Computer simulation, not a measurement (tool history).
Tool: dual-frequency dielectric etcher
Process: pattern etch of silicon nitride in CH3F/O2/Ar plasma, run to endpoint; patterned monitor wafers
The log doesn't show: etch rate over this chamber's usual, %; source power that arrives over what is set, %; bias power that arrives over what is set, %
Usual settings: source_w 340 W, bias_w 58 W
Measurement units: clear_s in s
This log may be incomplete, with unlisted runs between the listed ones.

run	hour	source_w	bias_w	wafers since the last listed run	hours since the last wet clean	hours since the last source power generator calibration	hours since the last bias power generator calibration	hours since the last upper electrode change	incoming incoming film thickness, nm	clear_s
1	0.0	400	58	0	163.5	1841.2	2212.3	5078.3	32.62	54.5
2	18.7	310	58	212	182.2	1859.9	2231.0	5097.0	32.77	59.5
3	35.7	310	58	193	199.2	1876.9	2248.0	5114.0	32.63	58.8
4	69.0	310	58	378	232.5	1910.2	2281.3	5147.3	32.53	58.3
5	94.0	390	62	284	257.5	1935.2	2306.3	5172.3	32.73	53.4
6	114.1	340	58	228	277.6	1955.3	2326.4	5192.4	32.63	55.8
# hour 131.9: bias power generator calibrated
7	132.4	340	58	162	295.9	1973.6	0.5	5210.7	32.61	57.0
8	153.3	300	45	237	316.8	1994.5	21.4	5231.6	32.51	65.4
# hour 204.6: upper electrode replaced, of another model than before
# hour 227.5: wet clean of the chamber
9	228.0	400	53	316	0.5	2069.2	96.1	23.4	32.70	58.0
10	228.3	300	50	3	0.8	2069.5	96.4	23.7	32.50	62.2
# hour 232.4: source power generator calibrated
11	232.9	340	58	6	5.4	0.5	101.0	28.3	32.37	58.0
12	274.6	340	66	474	47.1	42.2	142.7	70.0	32.41	55.6
13	293.9	410	65	219	66.4	61.5	162.0	89.3	32.70	53.7
14	311.0	340	52	194	83.5	78.6	179.1	106.4	32.59	60.4
15	332.0	260	50	238	104.5	99.6	200.1	127.4	32.29	62.3

Hidden state or all else? Some run-to-run changes of clear_s, split into what the settings, what came in and random variation would give without the hidden state, and what is left for the hidden state (with any gauge scatter that isn't in both results):
Run 7 -> 8: source_w 340 -> 300, bias_w 58 -> 45. clear_s +8.4 s: hidden state -0.5, all else +8.9.
Run 8 -> 9: source_w 300 -> 400, bias_w 45 -> 53, upper electrode replaced, of another model than before, wet clean of the chamber. clear_s -7.4 s: hidden state +2.4, all else -9.8.
